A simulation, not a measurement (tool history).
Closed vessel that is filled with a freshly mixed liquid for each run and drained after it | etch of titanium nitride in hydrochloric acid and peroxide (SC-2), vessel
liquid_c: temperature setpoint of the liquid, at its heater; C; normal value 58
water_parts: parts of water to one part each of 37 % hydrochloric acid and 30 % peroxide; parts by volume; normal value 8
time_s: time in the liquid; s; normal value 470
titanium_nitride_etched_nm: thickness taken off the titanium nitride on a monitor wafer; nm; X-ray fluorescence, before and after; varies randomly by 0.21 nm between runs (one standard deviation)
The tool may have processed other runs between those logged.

run     day  liquid_c  water_parts  time_s  read-back film thickness of the titanium nitride reference wafer, read on the same gauge (nm)  titanium_nitride_etched_nm
  1       0        58            7     650                                                                                          29.95                       37.26
  2   0.388        58            7     650                                                                                          30.01                       37.06
  3   0.696        58            8     470                                                                                          29.99                       24.03
  4   1.429        58            8     470                                                                                          29.97                        24.3
  5   1.833        58            8     470                                                                                          29.99                       24.39
  6   2.171        58            8     570                                                                                          30.02                       29.15
  7   2.742        58            8     470                                                                                          30.03                       23.98
  8   3.392        58            8     470                                                                                          29.95                       24.19
  9   3.967        58            8     470                                                                                          29.99                        24.6
 10   4.512        58            8     470                                                                                          29.99                        24.4
      4.558  -- gauge calibrated
 11   5.146      55.5            8     470                                                                                          29.99                        20.6
 12   5.733        58            8     470                                                                                          29.99                        24.4
 13   6.112        58            8     470                                                                                          30.04                       24.95
 14   6.458        49            5     200                                                                                             30                        8.46
 15   7.146        50           10     715                                                                                          29.96                       18.53
      7.629  -- new drum of peroxide connected
 16   7.708        58          6.5     470                                                                                          30.02                       28.83
       7.95  -- chemicals flow meter replaced
 17   8.438        64            8     470                                                                                             30                       35.58
 18   8.988        58           11     290                                                                                          29.97                       11.64
      9.371  -- thermometer replaced
 19   9.458        58            8     470                                                                                          29.98                       22.18
 20  10.054        58            8     470                                                                                             30                       21.89
 21  10.754        58            8     470                                                                                          30.01                       21.77
 22  11.217        58            8     470                                                                                          29.98                       22.12
 23  11.867        49            8     400                                                                                          29.97                       10.54
 24   12.35        58            8     470                                                                                             30                       22.07
 25  12.879      63.5          5.5     305                                                                                          30.01                       26.62
 26  13.617        64          5.5     470                                                                                          30.02                       42.96
 27  14.104        55          5.5     375                                                                                          30.02                       19.39
     14.629  -- gauge calibrated
 28  14.842        68           12     470                                                                                          29.99                       28.54

5 ways to go on from here, each from the tool as it stands after run 28. What would each give?
  A  14.875        58            8     470                                                                                              ?                           ?
  B  14.875      65.5          9.5     470                                                                                              ?                           ?
  C  14.875      53.5            5     470                                                                                              ?                           ?
  D  14.875        67          5.5     655                                                                                              ?                           ?
  E  14.875        64          6.5     470                                                                                              ?                           ?

run  read-back film thickness of the titanium nitride reference wafer, read on the same gauge (nm)  titanium_nitride_etched_nm
  A                                                                                          29.98                       22.19
  B                                                                                          29.98                       30.72
  C                                                                                          29.98                       23.75
  D                                                                                          29.98                       71.86
  E                                                                                          29.98                       37.93
With the hidden condition removed and each run's random variation left untouched, the same runs would have given:
run  titanium_nitride_etched_nm
  A                       21.75
  B                       30.13
  C                       23.26
  D                       70.49
  E                        37.2

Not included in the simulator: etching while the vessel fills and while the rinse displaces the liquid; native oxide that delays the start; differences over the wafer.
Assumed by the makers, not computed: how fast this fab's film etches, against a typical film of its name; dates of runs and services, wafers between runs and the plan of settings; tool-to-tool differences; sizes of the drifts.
